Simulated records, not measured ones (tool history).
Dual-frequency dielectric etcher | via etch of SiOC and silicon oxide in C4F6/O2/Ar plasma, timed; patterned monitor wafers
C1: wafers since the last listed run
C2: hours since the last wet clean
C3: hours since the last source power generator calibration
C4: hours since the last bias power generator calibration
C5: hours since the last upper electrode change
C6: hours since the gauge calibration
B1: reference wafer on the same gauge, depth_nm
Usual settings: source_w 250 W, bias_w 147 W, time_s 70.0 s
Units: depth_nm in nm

run 1 day=0.000 | source_w=250 bias_w=147 time_s=59.5 | C1=0 C2=451.4 C3=3511.8 C4=3893.2 C5=1810.8 C6=1959.9 | B1=67.9 | depth_nm=59.1
run 2 day=1.817 | source_w=250 bias_w=138 time_s=70.0 | C1=679 C2=495.0 C3=3555.4 C4=3936.8 C5=1854.4 C6=2003.5 | B1=68.0 | depth_nm=67.0
run 3 day=4.454 | source_w=250 bias_w=138 time_s=70.0 | C1=985 C2=558.3 C3=3618.7 C4=4000.1 C5=1917.7 C6=2066.8 | B1=67.9 | depth_nm=67.8
run 4 day=7.858 | source_w=250 bias_w=138 time_s=70.0 | C1=1272 C2=640.0 C3=3700.4 C4=4081.8 C5=1999.4 C6=2148.5 | B1=67.8 | depth_nm=67.1
-- day=8.621 bias power generator calibrated
run 5 day=11.867 | source_w=250 bias_w=147 time_s=70.0 | C1=1436 C2=736.2 C3=3796.6 C4=77.9 C5=2095.6 C6=2244.7 | B1=67.8 | depth_nm=68.9
run 6 day=13.846 | source_w=250 bias_w=147 time_s=70.0 | C1=739 C2=783.7 C3=3844.1 C4=125.4 C5=2143.1 C6=2292.2 | B1=67.7 | depth_nm=68.8
-- day=15.288 wet clean of the chamber
-- day=17.454 source power generator calibrated
run 7 day=18.229 | source_w=280 bias_w=136 time_s=58.0 | C1=1202 C2=70.6 C3=18.6 C4=230.6 C5=2248.3 C6=2397.4 | B1=67.6 | depth_nm=56.9
run 8 day=22.312 | source_w=250 bias_w=147 time_s=62.5 | C1=1526 C2=168.6 C3=116.6 C4=328.6 C5=2346.3 C6=2495.4 | B1=67.6 | depth_nm=61.7
run 9 day=24.258 | source_w=250 bias_w=120 time_s=64.0 | C1=727 C2=215.3 C3=163.3 C4=375.3 C5=2393.0 C6=2542.1 | B1=67.5 | depth_nm=57.4
run 10 day=26.425 | source_w=250 bias_w=147 time_s=70.0 | C1=809 C2=267.3 C3=215.3 C4=427.3 C5=2445.0 C6=2594.1 | B1=67.5 | depth_nm=68.8
run 11 day=28.338 | source_w=230 bias_w=147 time_s=70.0 | C1=714 C2=313.2 C3=261.2 C4=473.2 C5=2490.9 C6=2640.0 | B1=67.4 | depth_nm=66.8
run 12 day=32.104 | source_w=250 bias_w=147 time_s=70.0 | C1=1407 C2=403.6 C3=351.6 C4=563.6 C5=2581.3 C6=2730.4 | B1=67.3 | depth_nm=68.9
run 13 day=34.533 | source_w=250 bias_w=147 time_s=70.0 | C1=908 C2=461.9 C3=409.9 C4=621.9 C5=2639.6 C6=2788.7 | B1=67.3 | depth_nm=68.5
run 14 day=36.208 | source_w=290 bias_w=157 time_s=91.0 | C1=626 C2=502.1 C3=450.1 C4=662.1 C5=2679.8 C6=2828.9 | B1=67.3 | depth_nm=95.3
run 15 day=37.862 | source_w=200 bias_w=136 time_s=70.0 | C1=618 C2=541.8 C3=489.8 C4=701.8 C5=2719.5 C6=2868.6 | B1=67.3 | depth_nm=62.7
-- day=40.517 upper electrode replaced
run 16 day=40.538 | source_w=210 bias_w=121 time_s=70.0 | C1=626 C2=606.0 C3=554.0 C4=766.0 C5=0.5 C6=2932.8 | B1=67.3 | depth_nm=59.7
run 17 day=42.721 | source_w=250 bias_w=147 time_s=70.0 | C1=816 C2=658.4 C3=606.4 C4=818.4 C5=52.9 C6=2985.2 | B1=67.2 | depth_nm=68.4
-- day=47.329 gauge calibrated
-- day=51.854 wet clean of the chamber
run 18 day=54.217 | source_w=250 bias_w=147 time_s=70.0 | C1=3923 C2=56.7 C3=882.3 C4=1094.3 C5=328.8 C6=165.3 | B1=68.5 | depth_nm=69.3
run 19 day=55.788 | source_w=250 bias_w=137 time_s=87.0 | C1=587 C2=94.4 C3=920.0 C4=1132.0 C5=366.5 C6=203.0 | B1=68.5 | depth_nm=83.6
run 20 day=59.625 | source_w=250 bias_w=129 time_s=70.0 | C1=1434 C2=186.5 C3=1012.1 C4=1224.1 C5=458.6 C6=295.1 | B1=68.5 | depth_nm=65.7
run 21 day=62.796 | source_w=250 bias_w=147 time_s=70.0 | C1=1185 C2=262.6 C3=1088.2 C4=1300.2 C5=534.7 C6=371.2 | B1=68.5 | depth_nm=69.5
run 22 day=67.571 | source_w=250 bias_w=175 time_s=56.0 | C1=1784 C2=377.2 C3=1202.8 C4=1414.8 C5=649.3 C6=485.8 | B1=68.6 | depth_nm=60.4
run 23 day=69.912 | source_w=230 bias_w=147 time_s=70.0 | C1=875 C2=433.4 C3=1259.0 C4=1471.0 C5=705.5 C6=542.0 | B1=68.4 | depth_nm=67.8
run 24 day=74.250 | source_w=290 bias_w=157 time_s=91.0 | C1=1621 C2=537.5 C3=1363.1 C4=1575.1 C5=809.6 C6=646.1 | B1=68.4 | depth_nm=97.6
run 25 day=80.029 | source_w=230 bias_w=147 time_s=59.5 | C1=2160 C2=676.2 C3=1501.8 C4=1713.8 C5=948.3 C6=784.8 | B1=68.5 | depth_nm=57.9
-- day=81.788 wet clean of the chamber
run 26 day=83.958 | source_w=230 bias_w=172 time_s=64.5 | C1=1094 C2=52.1 C3=1596.1 C4=1808.1 C5=1042.6 C6=879.1 | B1=68.4 | depth_nm=67.7
run 27 day=86.021 | source_w=250 bias_w=130 time_s=70.0 | C1=770 C2=101.6 C3=1645.6 C4=1857.6 C5=1092.1 C6=928.6 | B1=68.4 | depth_nm=66.1
run 28 day=90.371 | source_w=290 bias_w=147 time_s=83.0 | C1=1626 C2=206.0 C3=1750.0 C4=1962.0 C5=1196.5 C6=1033.0 | B1=68.4 | depth_nm=86.1
run 29 day=103.321 | source_w=270 bias_w=132 time_s=51.5 | C1=4840 C2=516.8 C3=2060.8 C4=2272.8 C5=1507.3 C6=1343.8 | B1=68.2 | depth_nm=50.4

What the log doesn't show, run by run:
etch rate over this chamber's usual, %: 0 in every run
source power that arrives over what is set, %: 0 in every run
bias power that arrives over what is set, %: 0 in every run
H1: gauge reads high (%)
run=1 H1=-0.975
run=2 H1=-1.01
run=3 H1=-1.07
run=4 H1=-1.15
run=5 H1=-1.24
run=6 H1=-1.29
run=7 H1=-1.4
run=8 H1=-1.5
run=9 H1=-1.56
run=10 H1=-1.61
run=11 H1=-1.67
run=12 H1=-1.78
run=13 H1=-1.85
run=14 H1=-1.9
run=15 H1=-1.95
run=16 H1=-2.03
run=17 H1=-2.1
run=18 H1=-0.118
run=19 H1=-0.121
run=20 H1=-0.131
run=21 H1=-0.142
run=22 H1=-0.164
run=23 H1=-0.177
run=24 H1=-0.204
run=25 H1=-0.248
run=26 H1=-0.283
run=27 H1=-0.302
run=28 H1=-0.348
run=29 H1=-0.511
